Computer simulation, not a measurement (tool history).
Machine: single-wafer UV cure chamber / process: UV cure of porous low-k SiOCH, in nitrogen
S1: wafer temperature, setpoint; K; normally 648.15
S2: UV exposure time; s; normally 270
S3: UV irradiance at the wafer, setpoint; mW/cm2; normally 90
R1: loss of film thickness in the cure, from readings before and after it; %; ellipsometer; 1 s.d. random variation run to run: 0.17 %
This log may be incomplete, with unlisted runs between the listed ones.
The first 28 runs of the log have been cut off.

{"day": 33.792, "done": "UV bulbs replaced"}
{"run": 29, "day": 34.258, "S1": 635.15, "S2": 430, "S3": 107, "R1": 13.975}
{"run": 30, "day": 35.442, "S1": 638.15, "S2": 270, "S3": 90, "R1": 11.129}
{"day": 36.046, "done": "quartz window cleaned"}
{"run": 31, "day": 36.762, "S1": 648.15, "S2": 270, "S3": 90, "R1": 11.044}
{"run": 32, "day": 37.683, "S1": 657.15, "S2": 170, "S3": 90, "R1": 9.155}
{"run": 33, "day": 38.833, "S1": 640.15, "S2": 205, "S3": 57, "R1": 7.752}
{"run": 34, "day": 39.512, "S1": 648.15, "S2": 345, "S3": 90, "R1": 12.239}
{"run": 35, "day": 40.721, "S1": 648.15, "S2": 270, "S3": 90, "R1": 11.163}
{"run": 36, "day": 41.746, "S1": 635.15, "S2": 270, "S3": 90, "R1": 10.643}
{"run": 37, "day": 42.408, "S1": 631.15, "S2": 270, "S3": 79, "R1": 9.917}
{"run": 38, "day": 43.792, "S1": 661.15, "S2": 270, "S3": 90, "R1": 10.781}

Consider 3 possible next runs. They are alternatives, not a sequence: every one starts from the tool as it was left by run 38. What does each give?
{"run": "A", "day": 43.812, "S1": 667.15, "S2": 270, "S3": 90, "R1": "?"}
{"run": "B", "day": 43.812, "S1": 656.15, "S2": 355, "S3": 105, "R1": "?"}
{"run": "C", "day": 43.812, "S1": 629.15, "S2": 270, "S3": 125, "R1": "?"}

run=A R1=11.365
run=B R1=13.091
run=C R1=12.125
Stripped of hidden state, with their random variation kept, the same runs would have yielded:
run=A R1=11.514
run=B R1=13.246
run=C R1=12.277
